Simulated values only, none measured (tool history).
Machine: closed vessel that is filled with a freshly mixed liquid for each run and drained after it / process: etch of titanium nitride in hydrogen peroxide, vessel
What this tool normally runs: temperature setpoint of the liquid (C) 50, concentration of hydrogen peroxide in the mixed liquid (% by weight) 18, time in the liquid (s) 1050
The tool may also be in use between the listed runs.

run   hour  temperature setpoint of the liquid (C)  concentration of hydrogen peroxide in the mixed liquid (% by weight)  time in the liquid (s)  wafers since the last listed run  hours since the thermometer was replaced  hours since the peroxide flow meter was replaced  hours since the drum of peroxide was connected  hours since the gauge calibration  read-back film thickness of the titanium nitride reference wafer, read on the same gauge (nm)  thickness taken off the titanium nitride on a monitor wafer (Å)
  1      0                                      57                                                                    18                    1050                                 0                                    1673.6                                              1403                                           104.8                              488.8                                                                                          59.97                                                            589.6
  2   14.3                                      57                                                                    18                    1050                               461                                    1687.9                                            1417.3                                           119.1                              503.1                                                                                          60.03                                                            576.2
  3   40.4                                      57                                                                    18                    1050                               842                                      1714                                            1443.4                                           145.2                              529.2                                                                                          60.01                                                            588.2
  4   60.6                                      50                                                                    18                    1050                               651                                    1734.2                                            1463.6                                           165.4                              549.4                                                                                          59.97                                                            352.6
  5   92.9                                      50                                                                    18                    1050                              1042                                    1766.5                                            1495.9                                           197.7                              581.7                                                                                          59.99                                                            348.3
  6  155.5                                      50                                                                    18                    1050                              2020                                    1829.1                                            1558.5                                           260.3                              644.3                                                                                             60                                                            348.3
  7  188.4                                      50                                                                    18                    1050                              1061                                      1862                                            1591.4                                           293.2                              677.2                                                                                          59.98                                                            349.9
  8  200.7                                      50                                                                    18                    1050                               397                                    1874.3                                            1603.7                                           305.5                              689.5                                                                                          59.99                                                            347.9
  9  231.4                                      50                                                                    18                     805                               990                                      1905                                            1634.4                                           336.2                              720.2                                                                                             60                                                            264.9
 10  252.9                                      50                                                                    18                    1050                               693                                    1926.5                                            1655.9                                           357.7                              741.7                                                                                             60                                                            345.8
 11  285.7                                      50                                                                    18                    1050                              1058                                    1959.3                                            1688.7                                           390.5                              774.5                                                                                             60                                                              343
     312.5  -- new drum of peroxide connected
 12  316.7                                      50                                                                    18                    1050                               968                                    1990.3                                            1719.7                                             4.2                              805.5                                                                                          59.97                                                              349
     337.4  -- peroxide flow meter replaced
 13  340.1                                      50                                                                    18                    1050                               722                                    2013.7                                               2.7                                            27.6                              828.9                                                                                             60                                                            340.7
     343.2  -- gauge calibrated
 14  367.2                                      50                                                                    18                    1050                               874                                    2040.8                                              29.8                                            54.7                                 24                                                                                          59.99                                                            341.9
 15  389.1                                      50                                                                  13.5                    1050                               706                                    2062.7                                              51.7                                            76.6                               45.9                                                                                             60                                                            321.4
     418.8  -- thermometer replaced
 16    424                                      45                                                                  12.5                     670                              1094                                       5.2                                              86.6                                           111.5                               80.8                                                                                             60                                                            166.5
 17  437.7                                      50                                                                    18                     850                               442                                      18.9                                             100.3                                           125.2                               94.5                                                                                          60.03                                                            325.9
 18  472.7                                      58                                                                  14.5                     700                              1129                                      53.9                                             135.3                                           160.2                              129.5                                                                                          59.99                                                            451.2
 19  505.1                                      44                                                                    16                    1050                              1045                                      86.3                                             167.7                                           192.6                              161.9                                                                                          60.04                                                            251.8
 20  535.6                                      50                                                                    18                    1050                               984                                     116.8                                             198.2                                           223.1                              192.4                                                                                          59.98                                                            408.9
 21  557.6                                      50                                                                    18                    1050                               710                                     138.8                                             220.2                                           245.1                              214.4                                                                                          60.01                                                            400.4
 22    583                                    41.5                                                                  20.5                    1050                               819                                     164.2                                             245.6                                           270.5                              239.8                                                                                          60.02                                                            216.6
 23  611.8                                      54                                                                    13                    1555                               929                                       193                                             274.4                                           299.3                              268.6                                                                                          59.98                                                            735.4
 24  635.9                                      50                                                                  21.5                    1050                               777                                     217.1                                             298.5                                           323.4                              292.7                                                                                          59.97                                                            418.7
 25  653.1                                      42                                                                    21                     835                               555                                     234.3                                             315.7                                           340.6                              309.9                                                                                          60.03                                                            180.8

Forecast each of these 3 alternatives for the next run:
  A   654                                      50                                                                    18                     720                                29                                     235.2                                             316.6                                           341.5                              310.8                                                                                              ?                                                                ?
  B   654                                    46.5                                                                    18                     475                                29                                     235.2                                             316.6                                           341.5                              310.8                                                                                              ?                                                                ?
  C   654                                    46.5                                                                    18                    1050                                29                                     235.2                                             316.6                                           341.5                              310.8                                                                                              ?                                                                ?

run  read-back film thickness of the titanium nitride reference wafer, read on the same gauge (nm)  thickness taken off the titanium nitride on a monitor wafer (Å)
  A                                                                                          60.02                                                            269.9
  B                                                                                          60.02                                                            137.8
  C                                                                                          60.02                                                            304.5
What these runs would have given with no unlogged condition in the tool:
run  thickness taken off the titanium nitride on a monitor wafer (Å)
  A                                                            279.6
  B                                                            142.9
  C                                                            315.8

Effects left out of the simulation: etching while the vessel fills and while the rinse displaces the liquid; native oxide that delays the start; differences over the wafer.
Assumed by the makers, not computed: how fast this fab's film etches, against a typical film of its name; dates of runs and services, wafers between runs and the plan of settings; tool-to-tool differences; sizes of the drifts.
